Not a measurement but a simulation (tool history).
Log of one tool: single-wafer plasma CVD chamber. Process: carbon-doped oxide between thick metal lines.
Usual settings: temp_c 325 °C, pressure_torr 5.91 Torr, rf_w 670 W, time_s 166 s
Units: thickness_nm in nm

run,hour,temp_c,pressure_torr,rf_w,time_s,wafers since the last listed run,hours since the last thermocouple change,hours since the last RF generator calibration,hours since the last manometer calibration,hours since the showerhead was replaced,hours since the gauge calibration,"read-back reference wafer on the same gauge, thickness_nm",thickness_nm
1,0.0,325,5.91,670,166,0,482.1,271.6,1736.0,488.3,2619.3,1224.221,1092.328
2,90.2,325,5.91,670,166,1090,572.3,361.8,1826.2,578.5,2709.5,1222.466,1095.762
# hour 99.2: capacitance manometer re-zeroed and calibrated
3,164.9,325,5.91,670,166,806,647.0,436.5,65.7,653.2,2784.2,1225.617,1083.904
4,268.2,325,5.91,565,143,1249,750.3,539.8,169.0,756.5,2887.5,1227.414,849.263
5,306.9,325,5.91,670,195,467,789.0,578.5,207.7,795.2,2926.2,1225.246,1273.803
6,406.7,315,5.91,670,193,1206,888.8,678.3,307.5,895.0,3026.0,1224.543,1303.716
7,448.8,318,5.34,785,166,509,930.9,720.4,349.6,937.1,3068.1,1223.818,1194.261
# hour 468.3: gauge calibrated
8,498.1,318,5.91,800,157,596,980.2,769.7,398.9,986.4,29.8,1189.277,1132.083
9,590.2,329,5.91,670,140,1113,1072.3,861.8,491.0,1078.5,121.9,1193.028,884.411
10,649.7,339,5.91,670,181,719,1131.8,921.3,550.5,1138.0,181.4,1195.142,1107.966
11,701.5,317,6.40,670,166,626,1183.6,973.1,602.3,1189.8,233.2,1196.586,1092.344
12,788.0,325,5.91,670,166,1045,1270.1,1059.6,688.8,1276.3,319.7,1199.161,1061.272
13,836.7,329,5.91,670,166,588,1318.8,1108.3,737.5,1325.0,368.4,1199.166,1052.621
14,920.1,325,5.10,670,166,1008,1402.2,1191.7,820.9,1408.4,451.8,1201.381,1051.427
15,1007.1,325,7.14,670,166,1051,1489.2,1278.7,907.9,1495.4,538.8,1200.211,1095.305
16,1060.5,320,5.91,670,166,645,1542.6,1332.1,961.3,1548.8,592.2,1205.245,1080.141
17,1105.6,313,6.29,670,137,545,1587.7,1377.2,1006.4,1593.9,637.3,1205.828,925.177
18,1185.7,320,7.14,670,178,968,1667.8,1457.3,1086.5,1674.0,717.4,1206.565,1183.242
19,1266.2,325,5.91,670,166,973,1748.3,1537.8,1167.0,1754.5,797.9,1208.339,1075.469
20,1364.7,325,5.91,555,142,1190,1846.8,1636.3,1265.5,1853.0,896.4,1210.172,819.429
21,1461.1,325,5.91,670,166,1165,1943.2,1732.7,1361.9,1949.4,992.8,1209.972,1071.422
22,1512.1,325,7.14,670,166,616,1994.2,1783.7,1412.9,2000.4,1043.8,1210.350,1107.786
# hour 1525.5: RF generator calibrated
23,1579.9,313,6.29,670,137,723,2062.0,54.4,1480.7,2068.2,1111.6,1210.707,936.059
24,1616.9,329,5.91,800,185,447,2099.0,91.4,1517.7,2105.2,1148.6,1213.540,1296.152
25,1665.4,325,5.91,710,192,586,2147.5,139.9,1566.2,2153.7,1197.1,1214.618,1285.860
26,1765.6,325,5.20,715,140,1211,2247.7,240.1,1666.4,2253.9,1297.3,1212.809,939.154
27,1828.7,337,5.91,670,166,762,2310.8,303.2,1729.5,2317.0,1360.4,1214.496,1040.290

Forecast each of these 5 alternatives for the next run:
A,1829.1,325,5.91,670,188,4,2311.2,303.6,1729.9,2317.4,1360.8,?,?
B,1829.1,311,6.41,670,166,4,2311.2,303.6,1729.9,2317.4,1360.8,?,?
C,1829.1,316,4.63,745,142,4,2311.2,303.6,1729.9,2317.4,1360.8,?,?
D,1829.1,325,5.16,775,166,4,2311.2,303.6,1729.9,2317.4,1360.8,?,?
E,1829.1,325,5.91,670,175,4,2311.2,303.6,1729.9,2317.4,1360.8,?,?

run,"read-back reference wafer on the same gauge, thickness_nm",thickness_nm
A,1215.113,1217.601
B,1215.113,1134.535
C,1215.113,973.835
D,1215.113,1150.937
E,1215.113,1133.646
Without the tool's hidden state the same runs would have given:
run,thickness_nm
A,1193.325
B,1111.916
C,954.419
D,1127.991
E,1111.045
